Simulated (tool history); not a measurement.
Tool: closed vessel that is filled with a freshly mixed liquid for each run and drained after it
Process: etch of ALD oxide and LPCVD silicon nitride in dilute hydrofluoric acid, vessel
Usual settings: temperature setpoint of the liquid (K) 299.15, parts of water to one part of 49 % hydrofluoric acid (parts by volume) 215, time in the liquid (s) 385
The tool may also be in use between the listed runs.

| run | hour | temperature setpoint of the liquid (K) | parts of water to one part of 49 % hydrofluoric acid (parts by volume) | time in the liquid (s) | wafers since the last listed run | hours since the thermometer was replaced | hours since the hydrofluoric acid flow meter was replaced | hours since the gauge calibration | read-back film thickness of the ALD oxide reference wafer, read on the same gauge (nm) | read-back film thickness of the LPCVD silicon nitride reference wafer, read on the same gauge (nm) | thickness taken off the ALD oxide on a monitor wafer (angstrom) | thickness taken off the LPCVD silicon nitride on a monitor wafer (angstrom) |
|---|---|---|---|---|---|---|---|---|---|---|---|---|
| 1 | 0 | 299.15 | 215 | 385 | 0 | 467.2 | 648.3 | 40.4 | 39.99 | 129.994 | 273.2 | 9.34 |
| 2 | 98.3 | 299.15 | 215 | 385 | 9005 | 565.5 | 746.6 | 138.7 | 39.99 | 130.005 | 277.5 | 10.24 |
|  | 332.5 | hydrofluoric acid flow meter replaced |
| 3 | 338 | 299.15 | 215 | 385 | 21868 | 805.2 | 5.5 | 378.4 | 40 | 129.972 | 277.7 | 9.65 |
| 4 | 413.1 | 296.15 | 215 | 385 | 6880 | 880.3 | 80.6 | 453.5 | 40 | 130.017 | 247.7 | 7.73 |
| 5 | 484.5 | 295.65 | 215 | 385 | 6541 | 951.7 | 152 | 524.9 | 40 | 129.994 | 242.1 | 7.23 |
| 6 | 536.2 | 299.15 | 150 | 235 | 4736 | 1003.4 | 203.7 | 576.6 | 40 | 129.983 | 259.4 | 8.07 |
| 7 | 576.1 | 301.15 | 215 | 275 | 3655 | 1043.3 | 243.6 | 616.5 | 40.01 | 130 | 212.3 | 8 |
| 8 | 647.3 | 303.15 | 130 | 310 | 6522 | 1114.5 | 314.8 | 687.7 | 39.99 | 130.001 | 472.3 | 15.6 |
|  | 699 | thermometer replaced |
| 9 | 811.6 | 299.15 | 215 | 385 | 14960 | 112.6 | 479.1 | 852 | 39.99 | 129.976 | 277.3 | 10.2 |
| 10 | 895.3 | 299.15 | 290 | 285 | 7668 | 196.3 | 562.8 | 935.7 | 40.01 | 129.984 | 140.4 | 4.88 |
| 11 | 997.3 | 300.65 | 215 | 385 | 9344 | 298.3 | 664.8 | 1037.7 | 40.01 | 129.98 | 289.6 | 10.01 |
| 12 | 1062.9 | 299.15 | 170 | 595 | 6009 | 363.9 | 730.4 | 1103.3 | 39.99 | 129.995 | 563 | 18.76 |
| 13 | 1104.3 | 297.15 | 175 | 290 | 3792 | 405.3 | 771.8 | 1144.7 | 40 | 130.005 | 248.2 | 7.68 |
| 14 | 1150.6 | 299.15 | 215 | 385 | 4241 | 451.6 | 818.1 | 1191 | 40 | 130.006 | 276.9 | 9.3 |
| 15 | 1253.8 | 297.65 | 250 | 270 | 9454 | 554.8 | 921.3 | 1294.2 | 40.01 | 130.003 | 152.2 | 5.3 |
| 16 | 1326.2 | 299.15 | 215 | 385 | 6632 | 627.2 | 993.7 | 1366.6 | 39.99 | 130.005 | 279.3 | 9.42 |
|  | 1355.7 | hydrofluoric acid flow meter replaced |
| 17 | 1381.4 | 296.65 | 275 | 385 | 4965 | 682.4 | 25.7 | 1421.8 | 39.98 | 130.012 | 185.7 | 6.32 |
| 18 | 1481.8 | 299.15 | 105 | 275 | 9198 | 782.8 | 126.1 | 1522.2 | 40 | 129.979 | 460.2 | 13.01 |
| 19 | 1541.1 | 299.15 | 215 | 385 | 5432 | 842.1 | 185.4 | 1581.5 | 40 | 129.984 | 272.8 | 9.23 |
| 20 | 1643.7 | 294.15 | 260 | 450 | 9399 | 944.7 | 288 | 1684.1 | 40.01 | 130.006 | 213.4 | 6 |
| 21 | 1741.9 | 299.15 | 255 | 385 | 8996 | 1042.9 | 386.2 | 1782.3 | 40 | 130 | 223.4 | 8.03 |
|  | 1798.1 | thermometer replaced |
| 22 | 1822.8 | 299.15 | 215 | 385 | 7320 | 24.7 | 467.1 | 1863.2 | 40.02 | 129.985 | 281.3 | 9.11 |
| 23 | 1880.9 | 299.15 | 215 | 385 | 5322 | 82.8 | 525.2 | 1921.3 | 40 | 129.967 | 274.3 | 9.17 |
| 24 | 1984.1 | 299.15 | 165 | 285 | 9454 | 186 | 628.4 | 2024.5 | 40 | 130.008 | 281.3 | 8.96 |
| 25 | 2074.9 | 294.65 | 215 | 225 | 8318 | 276.8 | 719.2 | 2115.3 | 40.03 | 130.035 | 136.2 | 4.13 |
| 26 | 2163.4 | 299.15 | 215 | 385 | 8107 | 365.3 | 807.7 | 2203.8 | 40.01 | 129.986 | 276.1 | 9.88 |
| 27 | 2206.5 | 299.15 | 215 | 385 | 3948 | 408.4 | 850.8 | 2246.9 | 39.99 | 129.975 | 271.6 | 8.82 |

Forecast each of these 3 alternatives for the next run:
| A | 2207.3 | 299.15 | 215 | 495 | 73 | 409.2 | 851.6 | 2247.7 | ? | ? | ? | ? |
| B | 2207.3 | 302.15 | 255 | 585 | 73 | 409.2 | 851.6 | 2247.7 | ? | ? | ? | ? |
| C | 2207.3 | 299.15 | 270 | 595 | 73 | 409.2 | 851.6 | 2247.7 | ? | ? | ? | ? |

| run | read-back film thickness of the ALD oxide reference wafer, read on the same gauge (nm) | read-back film thickness of the LPCVD silicon nitride reference wafer, read on the same gauge (nm) | thickness taken off the ALD oxide on a monitor wafer (angstrom) | thickness taken off the LPCVD silicon nitride on a monitor wafer (angstrom) |
|---|---|---|---|---|
| A | 39.99 | 130.046 | 350.3 | 12.24 |
| B | 39.99 | 130.046 | 370.4 | 14.6 |
| C | 39.99 | 130.046 | 316.1 | 11.71 |
Without the tool's hidden state the same runs would have given:
| run | thickness taken off the ALD oxide on a monitor wafer (angstrom) | thickness taken off the LPCVD silicon nitride on a monitor wafer (angstrom) |
|---|---|---|
| A | 350.3 | 12.24 |
| B | 370.4 | 14.6 |
| C | 316.1 | 11.71 |

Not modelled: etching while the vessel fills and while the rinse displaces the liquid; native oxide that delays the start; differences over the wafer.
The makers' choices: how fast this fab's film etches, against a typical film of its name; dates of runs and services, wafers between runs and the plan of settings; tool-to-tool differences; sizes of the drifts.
